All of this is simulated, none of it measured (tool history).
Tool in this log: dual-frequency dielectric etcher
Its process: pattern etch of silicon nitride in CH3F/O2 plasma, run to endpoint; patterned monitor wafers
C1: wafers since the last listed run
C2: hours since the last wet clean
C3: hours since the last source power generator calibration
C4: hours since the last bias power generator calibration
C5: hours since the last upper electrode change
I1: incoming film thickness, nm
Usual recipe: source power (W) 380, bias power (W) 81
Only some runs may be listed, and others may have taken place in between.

run 1 day=0 | source_power_(W)=380 bias_power_(W)=81 | C1=0 C2=337.6 C3=5244.3 C4=2201.3 C5=3423.5 | I1=78.2 | endpoint_time_(s)=90
run 2 day=0.833 | source_power_(W)=380 bias_power_(W)=81 | C1=199 C2=357.6 C3=5264.3 C4=2221.3 C5=3443.5 | I1=78.1 | endpoint_time_(s)=90.1
run 3 day=1.9 | source_power_(W)=380 bias_power_(W)=81 | C1=255 C2=383.2 C3=5289.9 C4=2246.9 C5=3469.1 | I1=78 | endpoint_time_(s)=90
run 4 day=3.075 | source_power_(W)=380 bias_power_(W)=81 | C1=281 C2=411.4 C3=5318.1 C4=2275.1 C5=3497.3 | I1=78.2 | endpoint_time_(s)=90.5
run 5 day=4.371 | source_power_(W)=380 bias_power_(W)=81 | C1=310 C2=442.5 C3=5349.2 C4=2306.2 C5=3528.4 | I1=78.3 | endpoint_time_(s)=90.7
run 6 day=4.912 | source_power_(W)=380 bias_power_(W)=81 | C1=129 C2=455.5 C3=5362.2 C4=2319.2 C5=3541.4 | I1=78.8 | endpoint_time_(s)=91.7
-- day=6.246 bias power generator calibrated
run 7 day=6.338 | source_power_(W)=380 bias_power_(W)=81 | C1=301 C2=489.7 C3=5396.4 C4=2.2 C5=3575.6 | I1=78.7 | endpoint_time_(s)=91.2
run 8 day=7.208 | source_power_(W)=380 bias_power_(W)=81 | C1=208 C2=510.6 C3=5417.3 C4=23.1 C5=3596.5 | I1=78 | endpoint_time_(s)=90.8
-- day=7.875 source power generator calibrated
-- day=8.621 upper electrode replaced
run 9 day=8.642 | source_power_(W)=380 bias_power_(W)=81 | C1=124 C2=545 C3=18.4 C4=57.5 C5=0.5 | I1=77.4 | endpoint_time_(s)=90.3
-- day=10.888 wet clean of the chamber
run 10 day=11.254 | source_power_(W)=290 bias_power_(W)=90 | C1=386 C2=8.8 C3=81.1 C4=120.2 C5=63.2 | I1=78.8 | endpoint_time_(s)=96
run 11 day=11.779 | source_power_(W)=380 bias_power_(W)=81 | C1=125 C2=21.4 C3=93.7 C4=132.8 C5=75.8 | I1=77.8 | endpoint_time_(s)=88.4
run 12 day=12.571 | source_power_(W)=420 bias_power_(W)=97 | C1=189 C2=40.4 C3=112.7 C4=151.8 C5=94.8 | I1=79.1 | endpoint_time_(s)=82.4
run 13 day=13.833 | source_power_(W)=460 bias_power_(W)=75 | C1=302 C2=70.7 C3=143 C4=182.1 C5=125.1 | I1=78.1 | endpoint_time_(s)=84.2
run 14 day=15.279 | source_power_(W)=310 bias_power_(W)=81 | C1=346 C2=105.4 C3=177.7 C4=216.8 C5=159.8 | I1=77.8 | endpoint_time_(s)=94.9
run 15 day=15.962 | source_power_(W)=290 bias_power_(W)=96 | C1=163 C2=121.8 C3=194.1 C4=233.2 C5=176.2 | I1=78.1 | endpoint_time_(s)=93.4
run 16 day=16.979 | source_power_(W)=350 bias_power_(W)=64 | C1=243 C2=146.2 C3=218.5 C4=257.6 C5=200.6 | I1=77.7 | endpoint_time_(s)=96.4
run 17 day=17.833 | source_power_(W)=380 bias_power_(W)=81 | C1=204 C2=166.7 C3=239 C4=278.1 C5=221.1 | I1=77.5 | endpoint_time_(s)=87.8
run 18 day=18.5 | source_power_(W)=310 bias_power_(W)=66 | C1=159 C2=182.7 C3=255 C4=294.1 C5=237.1 | I1=77.9 | endpoint_time_(s)=100

What if the next run were any one of these 3? Each begins from the tool's condition after run 18:
run A day=18.521 | source_power_(W)=380 bias_power_(W)=81 | C1=4 C2=183.2 C3=255.5 C4=294.6 C5=237.6 | I1=78.1 | endpoint_time_(s)=?
run B day=18.521 | source_power_(W)=450 bias_power_(W)=95 | C1=4 C2=183.2 C3=255.5 C4=294.6 C5=237.6 | I1=78.1 | endpoint_time_(s)=?
run C day=18.521 | source_power_(W)=420 bias_power_(W)=88 | C1=4 C2=183.2 C3=255.5 C4=294.6 C5=237.6 | I1=78.1 | endpoint_time_(s)=?

run=A endpoint_time_(s)=88.9
run=B endpoint_time_(s)=80.5
run=C endpoint_time_(s)=84.1
What these runs would have given with no unlogged condition in the tool:
run=A endpoint_time_(s)=87.7
run=B endpoint_time_(s)=79.3
run=C endpoint_time_(s)=82.9

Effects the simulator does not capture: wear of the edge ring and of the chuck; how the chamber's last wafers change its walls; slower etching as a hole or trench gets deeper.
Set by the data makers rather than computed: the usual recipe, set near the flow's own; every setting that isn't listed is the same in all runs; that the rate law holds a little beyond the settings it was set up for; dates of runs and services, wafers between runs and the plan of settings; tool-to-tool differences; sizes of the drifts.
